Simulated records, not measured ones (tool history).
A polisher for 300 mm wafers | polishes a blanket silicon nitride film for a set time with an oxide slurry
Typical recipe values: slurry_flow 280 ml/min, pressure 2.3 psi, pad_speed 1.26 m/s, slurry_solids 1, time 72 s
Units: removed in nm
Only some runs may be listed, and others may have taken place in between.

| run | hour | slurry_flow | pressure | pad_speed | slurry_solids | time | wafers since the last listed run | wafers polished on this pad | hours since the slurry nozzle was cleaned | hours since the head pressure was calibrated | hours since the slurry blender was calibrated | hours since the conditioning disc was replaced | incoming thickness of the incoming film, nm | removed |
|---|---|---|---|---|---|---|---|---|---|---|---|---|---|---|
| 1 | 0 | 280 | 2.3 | 1.26 | 1 | 72 | 0 | 271 | 534.5 | 941 | 35.3 | 191.5 | 578.6 | 33 |
| 2 | 40 | 280 | 2.3 | 1.26 | 1 | 72 | 697 | 969 | 574.5 | 981 | 75.3 | 231.5 | 581.2 | 32.8 |
|  | 66.1 | worn pad replaced by a new one |
| 3 | 71.7 | 280 | 2.3 | 1.26 | 1 | 72 | 483 | 96 | 606.2 | 1012.7 | 107 | 263.2 | 584.8 | 32.4 |
| 4 | 99.6 | 280 | 2.3 | 1.26 | 1 | 72 | 486 | 583 | 634.1 | 1040.6 | 134.9 | 291.1 | 578.5 | 32.4 |
| 5 | 125.7 | 280 | 2.3 | 1.26 | 1 | 72 | 455 | 1038 | 660.2 | 1066.7 | 161 | 317.2 | 570.9 | 31.7 |
|  | 131.8 | head pressure recalibrated |
| 6 | 138 | 280 | 2.3 | 1.56 | 1 | 72 | 179 | 1218 | 672.5 | 6.2 | 173.3 | 329.5 | 584.5 | 37.4 |
|  | 158.7 | worn pad replaced by a new one |
|  | 160.7 | slurry nozzle cleaned |
|  | 166.4 | slurry blender recalibrated |
| 7 | 166.9 | 335 | 2.3 | 1.26 | 1 | 72 | 381 | 91 | 6.2 | 35.1 | 0.5 | 358.4 | 574.6 | 32.4 |
| 8 | 181 | 335 | 2.3 | 1.26 | 1 | 72 | 245 | 337 | 20.3 | 49.2 | 14.6 | 372.5 | 586.4 | 32.3 |
| 9 | 209.3 | 280 | 2.3 | 1.26 | 1 | 72 | 493 | 830 | 48.6 | 77.5 | 42.9 | 400.8 | 589.2 | 31.7 |
|  | 230.4 | worn pad replaced by a new one |
| 10 | 232.2 | 280 | 2.3 | 1.26 | 1 | 72 | 329 | 31 | 71.5 | 100.4 | 65.8 | 423.7 | 588.9 | 31 |
| 11 | 245.2 | 280 | 2.3 | 0.96 | 1 | 72 | 226 | 258 | 84.5 | 113.4 | 78.8 | 436.7 | 587.3 | 25.9 |
| 12 | 265.2 | 280 | 2.7 | 1.48 | 0.7 | 61 | 348 | 607 | 104.5 | 133.4 | 98.8 | 456.7 | 574.2 | 25.1 |
|  | 274.5 | conditioning disc replaced and pad reconditioned |
| 13 | 291.8 | 280 | 2.3 | 1.56 | 1 | 72 | 428 | 1036 | 131.1 | 160 | 125.4 | 17.3 | 581.1 | 33.9 |
|  | 302.2 | worn pad replaced by a new one |
| 14 | 319.1 | 380 | 2.3 | 1.26 | 1.2 | 93 | 406 | 295 | 158.4 | 187.3 | 152.7 | 44.6 | 584.2 | 42.3 |
| 15 | 344.5 | 280 | 1.9 | 0.9 | 1 | 72 | 442 | 738 | 183.8 | 212.7 | 178.1 | 70 | 581.5 | 20.8 |
|  | 349.6 | conditioning disc replaced and pad reconditioned, repeated, since the last time left the tool worse |
|  | 363.9 | slurry blender recalibrated |
| 16 | 365.7 | 280 | 2 | 1.5 | 1 | 64 | 299 | 1038 | 205 | 233.9 | 1.8 | 16.1 | 571.5 | 31.8 |
|  | 372.9 | worn pad replaced by a new one |
| 17 | 387.8 | 205 | 1.8 | 1.26 | 1.25 | 72 | 315 | 259 | 227.1 | 256 | 23.9 | 38.2 | 571.9 | 32.1 |
| 18 | 407.4 | 280 | 2.3 | 0.94 | 1 | 72 | 341 | 601 | 246.7 | 275.6 | 43.5 | 57.8 | 582.6 | 26.8 |

Below are 5 alternative next runs, each starting from the tool's condition after run 18. Predict each:
| A | 407.8 | 280 | 2.1 | 1.26 | 1 | 72 | 6 | 608 | 247.1 | 276 | 43.9 | 58.2 | 571 | ? |
| B | 407.8 | 280 | 1.8 | 1.26 | 1 | 86 | 6 | 608 | 247.1 | 276 | 43.9 | 58.2 | 571 | ? |
| C | 407.8 | 280 | 2.3 | 0.9 | 1 | 72 | 6 | 608 | 247.1 | 276 | 43.9 | 58.2 | 571 | ? |
| D | 407.8 | 340 | 1.8 | 1.5 | 1 | 72 | 6 | 608 | 247.1 | 276 | 43.9 | 58.2 | 571 | ? |
| E | 407.8 | 180 | 2.3 | 1.52 | 1 | 72 | 6 | 608 | 247.1 | 276 | 43.9 | 58.2 | 571 | ? |

| run | removed |
|---|---|
| A | 32 |
| B | 35.1 |
| C | 25.9 |
| D | 34.1 |
| E | 37.8 |
The same runs, with their run-to-run variation unchanged, on a tool lacking any hidden condition would have given:
| run | removed |
|---|---|
| A | 32.6 |
| B | 35.7 |
| C | 26.3 |
| D | 34.8 |
| E | 38.7 |
